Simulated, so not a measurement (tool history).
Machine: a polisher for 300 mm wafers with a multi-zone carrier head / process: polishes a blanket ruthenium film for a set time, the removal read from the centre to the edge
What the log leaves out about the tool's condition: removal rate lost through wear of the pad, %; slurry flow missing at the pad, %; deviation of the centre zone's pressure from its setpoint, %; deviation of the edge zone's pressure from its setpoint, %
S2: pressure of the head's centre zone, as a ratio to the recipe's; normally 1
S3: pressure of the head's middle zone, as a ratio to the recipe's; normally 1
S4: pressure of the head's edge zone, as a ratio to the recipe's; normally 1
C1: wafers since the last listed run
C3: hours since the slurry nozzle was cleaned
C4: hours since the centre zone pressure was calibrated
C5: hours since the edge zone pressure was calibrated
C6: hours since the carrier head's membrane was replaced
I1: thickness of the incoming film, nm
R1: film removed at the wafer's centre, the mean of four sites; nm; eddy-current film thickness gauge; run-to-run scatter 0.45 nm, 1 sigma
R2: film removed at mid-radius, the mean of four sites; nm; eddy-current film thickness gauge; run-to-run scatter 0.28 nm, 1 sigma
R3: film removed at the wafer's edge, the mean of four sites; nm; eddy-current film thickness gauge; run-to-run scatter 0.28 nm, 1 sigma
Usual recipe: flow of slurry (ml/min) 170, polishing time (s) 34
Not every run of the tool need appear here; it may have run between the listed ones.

run 1 hour=0 | flow_of_slurry_(ml/min)=135 S2=1 S3=0.92 S4=1 polishing_time_(s)=34 | C1=0 wafers_polished_on_this_pad=712 C3=432.6 C4=400.5 C5=1224.6 C6=137.7 | I1=309.3 | R1=30.3 R2=29.5 R3=33.5
run 2 hour=34.8 | flow_of_slurry_(ml/min)=215 S2=1.11 S3=1 S4=1.05 polishing_time_(s)=43 | C1=600 wafers_polished_on_this_pad=1313 C3=467.4 C4=435.3 C5=1259.4 C6=172.5 | I1=309.5 | R1=48.4 R2=43.7 R3=46.2
-- hour=81.4 edge zone pressure recalibrated
run 3 hour=100.3 | flow_of_slurry_(ml/min)=170 S2=0.93 S3=1.11 S4=1.07 polishing_time_(s)=34 | C1=1096 wafers_polished_on_this_pad=2409 C3=532.9 C4=500.8 C5=18.9 C6=238 | I1=311.2 | R1=30.7 R2=36.5 R3=35.3
run 4 hour=139.1 | flow_of_slurry_(ml/min)=205 S2=1.07 S3=1.04 S4=1 polishing_time_(s)=24 | C1=669 wafers_polished_on_this_pad=3079 C3=571.7 C4=539.6 C5=57.7 C6=276.8 | I1=315.9 | R1=25 R2=24.9 R3=24.7
run 5 hour=192.5 | flow_of_slurry_(ml/min)=170 S2=1 S3=1.09 S4=1 polishing_time_(s)=34 | C1=921 wafers_polished_on_this_pad=4000 C3=625.1 C4=593 C5=111.1 C6=330.2 | I1=307.8 | R1=32 R2=34.6 R3=33.3
run 6 hour=260.6 | flow_of_slurry_(ml/min)=220 S2=0.96 S3=1 S4=1.09 polishing_time_(s)=44 | C1=1175 wafers_polished_on_this_pad=5176 C3=693.2 C4=661.1 C5=179.2 C6=398.3 | I1=308.5 | R1=42.4 R2=43.7 R3=46.9
run 7 hour=305 | flow_of_slurry_(ml/min)=170 S2=1 S3=1 S4=1 polishing_time_(s)=34 | C1=766 wafers_polished_on_this_pad=5943 C3=737.6 C4=705.5 C5=223.6 C6=442.7 | I1=305.9 | R1=30.9 R2=31.3 R3=32.8
-- hour=323.9 slurry nozzle cleaned
run 8 hour=371.9 | flow_of_slurry_(ml/min)=170 S2=1 S3=1 S4=1 polishing_time_(s)=34 | C1=1137 wafers_polished_on_this_pad=7080 C3=48 C4=772.4 C5=290.5 C6=509.6 | I1=312.7 | R1=34.5 R2=34.5 R3=35.5
run 9 hour=414.1 | flow_of_slurry_(ml/min)=170 S2=1 S3=1 S4=1 polishing_time_(s)=34 | C1=728 wafers_polished_on_this_pad=7809 C3=90.2 C4=814.6 C5=332.7 C6=551.8 | I1=309.3 | R1=35.1 R2=34.8 R3=35.3
-- hour=459.2 worn pad replaced by a new one
run 10 hour=465.8 | flow_of_slurry_(ml/min)=170 S2=0.89 S3=0.95 S4=0.92 polishing_time_(s)=34 | C1=823 wafers_polished_on_this_pad=113 C3=141.9 C4=866.3 C5=384.4 C6=603.5 | I1=308.9 | R1=31.5 R2=32.8 R3=34
run 11 hour=499 | flow_of_slurry_(ml/min)=200 S2=1 S3=0.89 S4=1.04 polishing_time_(s)=34 | C1=573 wafers_polished_on_this_pad=686 C3=175.1 C4=899.5 C5=417.6 C6=636.7 | I1=314.6 | R1=35.1 R2=32.1 R3=36.8
-- hour=505.3 centre zone pressure recalibrated
-- hour=512.2 carrier head's membrane replaced by a new one
run 12 hour=550.4 | flow_of_slurry_(ml/min)=170 S2=0.94 S3=1 S4=1 polishing_time_(s)=39 | C1=766 wafers_polished_on_this_pad=1453 C3=226.5 C4=45.1 C5=469 C6=38.2 | I1=315.6 | R1=36.8 R2=38.6 R3=39.6
run 13 hour=591.1 | flow_of_slurry_(ml/min)=170 S2=1 S3=1 S4=1 polishing_time_(s)=34 | C1=702 wafers_polished_on_this_pad=2156 C3=267.2 C4=85.8 C5=509.7 C6=78.9 | I1=315.1 | R1=34 R2=34.4 R3=34.8
run 14 hour=634.7 | flow_of_slurry_(ml/min)=190 S2=1 S3=1 S4=0.89 polishing_time_(s)=39 | C1=752 wafers_polished_on_this_pad=2908 C3=310.8 C4=129.4 C5=553.3 C6=122.5 | I1=310.3 | R1=39.6 R2=40.4 R3=38
run 15 hour=667.4 | flow_of_slurry_(ml/min)=185 S2=1 S3=1 S4=1 polishing_time_(s)=34 | C1=564 wafers_polished_on_this_pad=3473 C3=343.5 C4=162.1 C5=586 C6=155.2 | I1=309.6 | R1=34.7 R2=34.7 R3=35.6
run 16 hour=732 | flow_of_slurry_(ml/min)=115 S2=1 S3=1.07 S4=1 polishing_time_(s)=34 | C1=1115 wafers_polished_on_this_pad=4588 C3=408.1 C4=226.7 C5=650.6 C6=219.8 | I1=308.5 | R1=29.7 R2=32.7 R3=32.5
run 17 hour=759.3 | flow_of_slurry_(ml/min)=170 S2=1 S3=1 S4=1 polishing_time_(s)=25 | C1=471 wafers_polished_on_this_pad=5059 C3=435.4 C4=254 C5=677.9 C6=247.1 | I1=311.7 | R1=24.8 R2=25.2 R3=25.5
run 18 hour=802.6 | flow_of_slurry_(ml/min)=200 S2=1.06 S3=1 S4=1 polishing_time_(s)=34 | C1=747 wafers_polished_on_this_pad=5807 C3=478.7 C4=297.3 C5=721.2 C6=290.4 | I1=308.6 | R1=37.1 R2=34.4 R3=35.6
run 19 hour=845.4 | flow_of_slurry_(ml/min)=170 S2=1 S3=0.95 S4=0.91 polishing_time_(s)=34 | C1=738 wafers_polished_on_this_pad=6546 C3=521.5 C4=340.1 C5=764 C6=333.2 | I1=310.2 | R1=32.3 R2=31.8 R3=33.1
run 20 hour=896.2 | flow_of_slurry_(ml/min)=170 S2=1 S3=1 S4=1 polishing_time_(s)=34 | C1=876 wafers_polished_on_this_pad=7423 C3=572.3 C4=390.9 C5=814.8 C6=384 | I1=310.2 | R1=32.7 R2=33.4 R3=34
-- hour=986.9 worn pad replaced by a new one
-- hour=1046.7 carrier head's membrane replaced by a new one
-- hour=1063.5 slurry nozzle cleaned
run 21 hour=1067.7 | flow_of_slurry_(ml/min)=110 S2=1.04 S3=1.08 S4=0.91 polishing_time_(s)=34 | C1=2787 wafers_polished_on_this_pad=1291 C3=4.2 C4=562.4 C5=986.3 C6=21 | I1=311.8 | R1=31.6 R2=33.2 R3=31
run 22 hour=1115.4 | flow_of_slurry_(ml/min)=210 S2=1 S3=1 S4=1.11 polishing_time_(s)=34 | C1=823 wafers_polished_on_this_pad=2115 C3=51.9 C4=610.1 C5=1034 C6=68.7 | I1=307.8 | R1=35.5 R2=36.1 R3=38.2
run 23 hour=1141.3 | flow_of_slurry_(ml/min)=170 S2=1.07 S3=1 S4=1 polishing_time_(s)=34 | C1=447 wafers_polished_on_this_pad=2562 C3=77.8 C4=636 C5=1059.9 C6=94.6 | I1=313.8 | R1=36.8 R2=34.1 R3=34.8

Same runs, no hidden state in the tool, same run-to-run variation:
run=1 R1=31.6 R2=30.7 R3=34.4
run=2 R1=49.9 R2=44.9 R3=47.1
run=3 R1=32.4 R2=38.2 R3=36.5
run=4 R1=26.3 R2=26 R3=25.5
run=5 R1=34.5 R2=36.9 R3=34.9
run=6 R1=45.7 R2=46.7 R3=49.3
run=7 R1=34.8 R2=34.8 R3=35.3
run=8 R1=34.5 R2=34.6 R3=35.5
run=9 R1=35.2 R2=34.9 R3=35.3
run=10 R1=31.6 R2=32.9 R3=34
run=11 R1=35.2 R2=32.2 R3=36.9
run=12 R1=37 R2=38.8 R3=39.7
run=13 R1=34.4 R2=34.7 R3=35
run=14 R1=40.1 R2=40.8 R3=38.3
run=15 R1=35.2 R2=35.1 R3=36
run=16 R1=30.8 R2=33.7 R3=33.3
run=17 R1=25.5 R2=25.8 R3=25.9
run=18 R1=38.1 R2=35.3 R3=36.2
run=19 R1=33.6 R2=32.9 R3=34
run=20 R1=34.4 R2=34.9 R3=35.1
run=21 R1=31.6 R2=33.3 R3=31.1
run=22 R1=35.5 R2=36.1 R3=38.2
run=23 R1=36.9 R2=34.2 R3=34.8
